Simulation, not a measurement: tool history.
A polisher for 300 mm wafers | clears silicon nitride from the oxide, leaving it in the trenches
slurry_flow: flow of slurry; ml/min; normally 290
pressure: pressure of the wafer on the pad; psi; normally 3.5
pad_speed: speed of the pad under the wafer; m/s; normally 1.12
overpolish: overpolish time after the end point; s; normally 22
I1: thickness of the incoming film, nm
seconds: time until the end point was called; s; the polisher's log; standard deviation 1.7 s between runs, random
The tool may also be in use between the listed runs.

run 1 hour=0.0 | slurry_flow=355 pressure=3.7 pad_speed=1.12 overpolish=22 | I1=118.7 | seconds=93.5
run 2 hour=31.3 | slurry_flow=355 pressure=3.7 pad_speed=1.12 overpolish=22 | I1=120.9 | seconds=95.6
run 3 hour=171.3 | slurry_flow=290 pressure=3.5 pad_speed=1.12 overpolish=22 | I1=119.2 | seconds=102.0
-- hour=187.3 slurry nozzle cleaned
run 4 hour=221.2 | slurry_flow=290 pressure=3.5 pad_speed=1.12 overpolish=22 | I1=121.6 | seconds=104.7
run 5 hour=281.9 | slurry_flow=290 pressure=3.5 pad_speed=1.12 overpolish=22 | I1=120.5 | seconds=106.2
run 6 hour=333.4 | slurry_flow=290 pressure=3.5 pad_speed=1.12 overpolish=22 | I1=119.0 | seconds=108.4
run 7 hour=395.0 | slurry_flow=290 pressure=3.5 pad_speed=1.12 overpolish=22 | I1=119.2 | seconds=109.8
run 8 hour=436.8 | slurry_flow=290 pressure=3.5 pad_speed=1.12 overpolish=22 | I1=120.1 | seconds=113.2
-- hour=444.8 worn pad replaced by a new one
run 9 hour=492.7 | slurry_flow=290 pressure=3.5 pad_speed=1.12 overpolish=22 | I1=118.3 | seconds=99.6
run 10 hour=538.9 | slurry_flow=290 pressure=3.5 pad_speed=1.12 overpolish=22 | I1=119.3 | seconds=100.4
run 11 hour=590.0 | slurry_flow=290 pressure=3.5 pad_speed=1.12 overpolish=18 | I1=119.5 | seconds=100.8
run 12 hour=621.1 | slurry_flow=290 pressure=3.5 pad_speed=1.12 overpolish=18 | I1=122.1 | seconds=100.4
run 13 hour=667.4 | slurry_flow=380 pressure=3.0 pad_speed=1.52 overpolish=11 | I1=119.7 | seconds=85.8
-- hour=695.6 head pressure recalibrated
run 14 hour=726.8 | slurry_flow=290 pressure=3.5 pad_speed=1.12 overpolish=22 | I1=119.8 | seconds=102.8
run 15 hour=772.7 | slurry_flow=380 pressure=2.3 pad_speed=1.32 overpolish=22 | I1=121.8 | seconds=134.3
run 16 hour=802.8 | slurry_flow=355 pressure=2.9 pad_speed=1.44 overpolish=25 | I1=121.8 | seconds=96.7
run 17 hour=873.0 | slurry_flow=290 pressure=3.5 pad_speed=1.12 overpolish=22 | I1=120.2 | seconds=107.0
-- hour=913.5 worn pad replaced by a new one
run 18 hour=914.0 | slurry_flow=245 pressure=3.5 pad_speed=1.12 overpolish=22 | I1=119.7 | seconds=102.4
run 19 hour=1023.1 | slurry_flow=290 pressure=3.5 pad_speed=1.12 overpolish=22 | I1=118.4 | seconds=101.0
-- hour=1075.4 slurry nozzle cleaned
run 20 hour=1153.5 | slurry_flow=370 pressure=3.5 pad_speed=1.50 overpolish=22 | I1=119.9 | seconds=76.4
run 21 hour=1215.4 | slurry_flow=210 pressure=2.8 pad_speed=1.50 overpolish=16 | I1=118.6 | seconds=96.1
run 22 hour=1263.5 | slurry_flow=290 pressure=3.9 pad_speed=1.12 overpolish=22 | I1=120.8 | seconds=95.3
run 23 hour=1330.5 | slurry_flow=290 pressure=3.5 pad_speed=1.40 overpolish=22 | I1=121.5 | seconds=89.9
run 24 hour=1419.7 | slurry_flow=290 pressure=3.5 pad_speed=1.12 overpolish=22 | I1=119.7 | seconds=112.9
-- hour=1464.4 worn pad replaced by a new one
run 25 hour=1469.8 | slurry_flow=290 pressure=3.5 pad_speed=1.12 overpolish=22 | I1=120.5 | seconds=102.1
run 26 hour=1523.3 | slurry_flow=290 pressure=3.5 pad_speed=1.12 overpolish=10 | I1=119.1 | seconds=99.6
run 27 hour=1660.8 | slurry_flow=335 pressure=2.7 pad_speed=1.34 overpolish=30 | I1=120.9 | seconds=110.2
run 28 hour=1710.1 | slurry_flow=290 pressure=3.5 pad_speed=1.12 overpolish=22 | I1=119.7 | seconds=105.4
run 29 hour=1758.5 | slurry_flow=290 pressure=3.5 pad_speed=1.12 overpolish=22 | I1=121.3 | seconds=107.9
run 30 hour=1798.8 | slurry_flow=245 pressure=3.5 pad_speed=0.86 overpolish=22 | I1=119.6 | seconds=139.3
run 31 hour=1832.4 | slurry_flow=290 pressure=3.5 pad_speed=0.86 overpolish=22 | I1=118.9 | seconds=138.4
run 32 hour=1872.7 | slurry_flow=290 pressure=3.5 pad_speed=1.12 overpolish=18 | I1=119.2 | seconds=107.8
run 33 hour=1921.6 | slurry_flow=200 pressure=3.0 pad_speed=1.28 overpolish=35 | I1=120.7 | seconds=120.0
-- hour=1970.9 slurry nozzle cleaned
run 34 hour=1971.4 | slurry_flow=290 pressure=2.6 pad_speed=0.74 overpolish=22 | I1=121.7 | seconds=233.2
-- hour=2000.2 worn pad replaced by a new one
-- hour=2043.6 head pressure recalibrated
run 35 hour=2044.1 | slurry_flow=195 pressure=3.5 pad_speed=1.12 overpolish=22 | I1=119.4 | seconds=101.3
run 36 hour=2081.8 | slurry_flow=290 pressure=3.5 pad_speed=1.12 overpolish=22 | I1=119.6 | seconds=99.4
run 37 hour=2116.9 | slurry_flow=195 pressure=3.5 pad_speed=1.50 overpolish=22 | I1=120.1 | seconds=80.0

What the log doesn't show, run by run:
slurry flow missing at the pad, %: 0 on each run
deviation of the head's pressure from its setpoint, %: 0 on each run
H1: removal rate lost through wear of the pad, %
run=1 H1=1.5
run=2 H1=1.74
run=3 H1=3.75
run=4 H1=4.84
run=5 H1=6.42
run=6 H1=7.99
run=7 H1=10.1
run=8 H1=11.7
run=9 H1=0.216
run=10 H1=0.471
run=11 H1=0.945
run=12 H1=1.33
run=13 H1=2.05
run=14 H1=3.21
run=15 H1=4.3
run=16 H1=5.1
run=17 H1=7.24
run=18 H1=0.709
run=19 H1=1.18
run=20 H1=2.94
run=21 H1=4.25
run=22 H1=5.46
run=23 H1=7.46
run=24 H1=10.7
run=25 H1=0.809
run=26 H1=0.943
run=27 H1=2.31
run=28 H1=3.15
run=29 H1=4.17
run=30 H1=5.15
run=31 H1=6.06
run=32 H1=7.28
run=33 H1=8.92
run=34 H1=10.8
run=35 H1=0.319
run=36 H1=0.503
run=37 H1=0.773

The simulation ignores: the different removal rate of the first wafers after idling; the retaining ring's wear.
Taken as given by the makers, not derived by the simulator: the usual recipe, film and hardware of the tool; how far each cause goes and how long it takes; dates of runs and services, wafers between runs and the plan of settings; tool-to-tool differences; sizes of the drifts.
